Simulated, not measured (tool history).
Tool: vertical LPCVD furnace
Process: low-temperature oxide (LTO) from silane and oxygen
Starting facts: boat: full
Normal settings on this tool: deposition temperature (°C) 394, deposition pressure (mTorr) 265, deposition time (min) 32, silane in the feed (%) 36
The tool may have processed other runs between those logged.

run    hour  deposition temperature (°C)  deposition pressure (mTorr)  deposition time (min)  silane in the feed (%)  wafers since the last listed run  hours since the last temperature calibration  hours since the pressure gauge was zeroed  hours since the silane flow controller was replaced  hours since the gauge calibration  read-back reference wafer on the same gauge, thickness  film thickness on the monitor wafer in the middle of the boat (Å)
  1       0                          394                          265                     32                      40                                 0                                         840.2                                     2323.2                                               2039.8                              502.3                                                  227.89                                                             3142.4
  2    70.2                          394                          265                     32                      40                               765                                         910.4                                     2393.4                                                 2110                              572.5                                                  227.91                                                             3185.2
  3   167.2                          394                          265                     32                      40                              1057                                        1007.4                                     2490.4                                                 2207                              669.5                                                  228.07                                                               3180
  4   234.9                          394                          265                     32                      36                               738                                        1075.1                                     2558.1                                               2274.7                              737.2                                                  228.07                                                             2745.7
  5   324.6                          394                          265                     32                      36                               978                                        1164.8                                     2647.8                                               2364.4                              826.9                                                  227.99                                                             2760.2
  6     415                          394                          265                     32                      36                               985                                        1255.2                                     2738.2                                               2454.8                              917.3                                                  227.85                                                             2727.9
      463.4  -- gauge calibrated
      523.5  -- pressure gauge zeroed
  7     637                          394                          265                     32                      36                              2159                                        1477.2                                      113.5                                               2676.8                              173.6                                                  227.98                                                             2764.4
      707.7  -- silane flow controller replaced
  8   737.5                          387                          295                   39.5                      36                               834                                        1577.7                                        214                                                 29.8                              274.1                                                  227.95                                                             3488.5
      791.5  -- thermocouples replaced and temperature profile calibrated
  9   800.5                          394                          240                     41                      34                               425                                             9                                        277                                                 92.8                              337.1                                                  228.07                                                             2969.7
 10   897.1                          394                          290                     40                      39                              1053                                         105.6                                      373.6                                                189.4                              433.7                                                  227.79                                                             4169.2
 11   967.4                          394                          285                     32                      36                               766                                         175.9                                      443.9                                                259.7                                504                                                   227.9                                                             2968.6
 12  1062.3                          394                          290                     32                      33                              1035                                         270.8                                      538.8                                                354.6                              598.9                                                  228.02                                                             2680.4
 13  1142.5                          394                          265                     32                      40                               874                                           351                                        619                                                434.8                              679.1                                                  228.16                                                             3175.9
 14  1192.7                          394                          265                     32                      36                               547                                         401.2                                      669.2                                                  485                              729.3                                                  228.14                                                             2747.1

Exercise: give the hidden state of the tool at every run:
true tube temperature minus thermocouple reading, K: 0 on each run
true pressure minus gauge reading, mTorr: 0 on each run
deviation of the silane flow from its setpoint, %: 0 on each run
gauge reads high (%): 0 on each run
